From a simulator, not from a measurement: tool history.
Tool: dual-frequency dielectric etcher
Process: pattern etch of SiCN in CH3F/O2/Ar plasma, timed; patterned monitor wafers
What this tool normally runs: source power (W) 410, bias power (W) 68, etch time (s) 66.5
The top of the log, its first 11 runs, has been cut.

run	hour	source power (W)	bias power (W)	etch time (s)	read-back reference wafer on the same gauge, depth_nm	mean etch depth across the wafer (angstrom)
12	335.3	410	68	66.5	24.92	241.6
13	357.1	410	68	66.5	24.94	243.9
14	381.6	410	68	66.5	24.88	241.2
15	402.8	410	68	66.5	24.88	243.4
# hour 441.1: upper electrode replaced
16	441.6	350	81	60.5	24.9	218.9
17	466.4	380	68	66.5	24.93	233.4
18	502.2	410	72	66.5	24.89	245
# hour 520.3: gauge calibrated
# hour 523.3: source power generator calibrated
# hour 541: wet clean of the chamber
19	541.5	410	63	59.5	24.89	217.1
20	545.7	410	68	66.5	24.92	248.1
21	558.8	360	64	81.5	24.83	286.3
22	571.2	330	68	60	24.86	206.8
# hour 576.3: bias power generator calibrated
23	602.6	350	84	59	24.91	223.7
24	624.2	450	75	77	24.89	309.3
25	647.9	380	68	81.5	24.9	293.8
26	660	410	68	66.5	24.93	248.9
27	676	410	68	56	24.87	205.6
28	694.2	410	68	66.5	24.93	245.8
29	706.4	410	68	61	24.91	226.5
30	730	370	68	66.5	24.91	235.4

Here are 4 independent what-if runs from the current tool condition. What would each one return?
A	730.4	310	68	66.5	?	?
B	730.4	410	52	66.5	?	?
C	730.4	410	53	66.5	?	?
D	730.4	340	62	66.5	?	?

run	read-back reference wafer on the same gauge, depth_nm	mean etch depth across the wafer (angstrom)
A	24.86	221.1
B	24.86	223.2
C	24.86	224.7
D	24.86	221.2
Had the tool no hidden state, the same runs would have come out as:
run	mean etch depth across the wafer (angstrom)
A	222.4
B	224.5
C	226
D	222.5

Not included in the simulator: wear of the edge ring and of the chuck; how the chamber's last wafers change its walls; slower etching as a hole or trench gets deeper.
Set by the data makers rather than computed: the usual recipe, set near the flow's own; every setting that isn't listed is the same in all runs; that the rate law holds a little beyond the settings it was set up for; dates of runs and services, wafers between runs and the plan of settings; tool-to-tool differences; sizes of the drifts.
